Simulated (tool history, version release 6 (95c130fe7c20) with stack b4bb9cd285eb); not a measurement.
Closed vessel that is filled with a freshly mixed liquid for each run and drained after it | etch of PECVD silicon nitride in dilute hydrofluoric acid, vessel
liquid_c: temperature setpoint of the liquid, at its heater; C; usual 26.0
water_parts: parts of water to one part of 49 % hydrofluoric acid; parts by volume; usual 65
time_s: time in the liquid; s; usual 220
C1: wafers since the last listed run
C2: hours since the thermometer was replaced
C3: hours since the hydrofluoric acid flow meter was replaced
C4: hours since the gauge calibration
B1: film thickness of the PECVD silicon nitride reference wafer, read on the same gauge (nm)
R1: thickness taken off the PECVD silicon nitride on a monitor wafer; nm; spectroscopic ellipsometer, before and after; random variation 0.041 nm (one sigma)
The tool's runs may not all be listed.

{"run": 1, "hour": 0.0, "liquid_c": 26.0, "water_parts": 65, "time_s": 220, "C1": 0, "C2": 327.6, "C3": 1479.8, "C4": 568.8, "B1": 119.98, "R1": 6.66}
{"run": 2, "hour": 57.4, "liquid_c": 26.0, "water_parts": 65, "time_s": 220, "C1": 7131, "C2": 385.0, "C3": 1537.2, "C4": 626.2, "B1": 119.99, "R1": 6.57}
{"run": 3, "hour": 120.3, "liquid_c": 26.0, "water_parts": 65, "time_s": 220, "C1": 7814, "C2": 447.9, "C3": 1600.1, "C4": 689.1, "B1": 120.03, "R1": 6.58}
{"run": 4, "hour": 190.5, "liquid_c": 26.0, "water_parts": 65, "time_s": 220, "C1": 8721, "C2": 518.1, "C3": 1670.3, "C4": 759.3, "B1": 120.04, "R1": 6.58}
{"run": 5, "hour": 225.9, "liquid_c": 26.0, "water_parts": 65, "time_s": 220, "C1": 4398, "C2": 553.5, "C3": 1705.7, "C4": 794.7, "B1": 119.98, "R1": 6.55}
{"run": 6, "hour": 296.0, "liquid_c": 23.5, "water_parts": 65, "time_s": 220, "C1": 8709, "C2": 623.6, "C3": 1775.8, "C4": 864.8, "B1": 119.98, "R1": 5.54}
{"run": 7, "hour": 343.5, "liquid_c": 23.5, "water_parts": 65, "time_s": 220, "C1": 5901, "C2": 671.1, "C3": 1823.3, "C4": 912.3, "B1": 120.0, "R1": 5.54}
{"run": 8, "hour": 369.5, "liquid_c": 23.5, "water_parts": 65, "time_s": 220, "C1": 3230, "C2": 697.1, "C3": 1849.3, "C4": 938.3, "B1": 119.97, "R1": 5.54}
{"hour": 435.2, "done": "hydrofluoric acid flow meter replaced"}
{"run": 9, "hour": 435.7, "liquid_c": 26.0, "water_parts": 65, "time_s": 220, "C1": 8100, "C2": 763.3, "C3": 0.5, "C4": 1004.5, "B1": 119.97, "R1": 7.01}
{"run": 10, "hour": 460.1, "liquid_c": 26.0, "water_parts": 65, "time_s": 220, "C1": 3031, "C2": 787.7, "C3": 24.9, "C4": 1028.9, "B1": 120.02, "R1": 6.88}
{"hour": 509.4, "done": "gauge calibrated"}
{"run": 11, "hour": 547.1, "liquid_c": 26.0, "water_parts": 65, "time_s": 220, "C1": 10809, "C2": 874.7, "C3": 111.9, "C4": 37.7, "B1": 119.98, "R1": 6.98}
{"run": 12, "hour": 586.0, "liquid_c": 26.0, "water_parts": 40, "time_s": 220, "C1": 4833, "C2": 913.6, "C3": 150.8, "C4": 76.6, "B1": 120.01, "R1": 11.18}
{"run": 13, "hour": 623.0, "liquid_c": 26.0, "water_parts": 80, "time_s": 220, "C1": 4596, "C2": 950.6, "C3": 187.8, "C4": 113.6, "B1": 120.0, "R1": 5.62}
{"run": 14, "hour": 681.4, "liquid_c": 30.5, "water_parts": 55, "time_s": 220, "C1": 7255, "C2": 1009.0, "C3": 246.2, "C4": 172.0, "B1": 119.99, "R1": 11.02}
{"run": 15, "hour": 723.7, "liquid_c": 26.0, "water_parts": 65, "time_s": 220, "C1": 5255, "C2": 1051.3, "C3": 288.5, "C4": 214.3, "B1": 120.03, "R1": 6.94}
{"run": 16, "hour": 788.4, "liquid_c": 23.0, "water_parts": 80, "time_s": 265, "C1": 8038, "C2": 1116.0, "C3": 353.2, "C4": 279.0, "B1": 119.99, "R1": 5.54}
{"run": 17, "hour": 833.2, "liquid_c": 26.0, "water_parts": 90, "time_s": 220, "C1": 5566, "C2": 1160.8, "C3": 398.0, "C4": 323.8, "B1": 119.99, "R1": 5.01}
{"run": 18, "hour": 881.3, "liquid_c": 26.0, "water_parts": 65, "time_s": 220, "C1": 5976, "C2": 1208.9, "C3": 446.1, "C4": 371.9, "B1": 120.01, "R1": 6.91}
{"hour": 901.7, "done": "thermometer replaced"}
{"run": 19, "hour": 920.6, "liquid_c": 21.0, "water_parts": 55, "time_s": 295, "C1": 4758, "C2": 18.9, "C3": 485.4, "C4": 411.2, "B1": 119.98, "R1": 7.78}
{"run": 20, "hour": 987.8, "liquid_c": 22.0, "water_parts": 45, "time_s": 140, "C1": 8349, "C2": 86.1, "C3": 552.6, "C4": 478.4, "B1": 120.0, "R1": 4.82}
{"run": 21, "hour": 1037.2, "liquid_c": 29.0, "water_parts": 80, "time_s": 345, "C1": 6137, "C2": 135.5, "C3": 602.0, "C4": 527.8, "B1": 120.01, "R1": 10.62}
{"run": 22, "hour": 1235.1, "liquid_c": 26.0, "water_parts": 65, "time_s": 220, "C1": 24587, "C2": 333.4, "C3": 799.9, "C4": 725.7, "B1": 120.01, "R1": 6.79}
{"run": 23, "hour": 1300.0, "liquid_c": 26.0, "water_parts": 65, "time_s": 220, "C1": 8063, "C2": 398.3, "C3": 864.8, "C4": 790.6, "B1": 120.0, "R1": 6.81}

4 ways to go on from here, each from the tool as it stands after run 23. What would each give?
{"run": "A", "hour": 1300.7, "liquid_c": 26.0, "water_parts": 50, "time_s": 220, "C1": 86, "C2": 399.0, "C3": 865.5, "C4": 791.3, "B1": "?", "R1": "?"}
{"run": "B", "hour": 1300.7, "liquid_c": 23.0, "water_parts": 65, "time_s": 165, "C1": 86, "C2": 399.0, "C3": 865.5, "C4": 791.3, "B1": "?", "R1": "?"}
{"run": "C", "hour": 1300.7, "liquid_c": 24.0, "water_parts": 45, "time_s": 220, "C1": 86, "C2": 399.0, "C3": 865.5, "C4": 791.3, "B1": "?", "R1": "?"}
{"run": "D", "hour": 1300.7, "liquid_c": 26.0, "water_parts": 45, "time_s": 220, "C1": 86, "C2": 399.0, "C3": 865.5, "C4": 791.3, "B1": "?", "R1": "?"}

run=A B1=119.99 R1=8.74
run=B B1=119.99 R1=4.14
run=C B1=119.99 R1=8.47
run=D B1=119.99 R1=9.69
Without the tool's hidden state the same runs would have given:
run=A R1=8.99
run=B R1=4.26
run=C R1=8.72
run=D R1=9.97
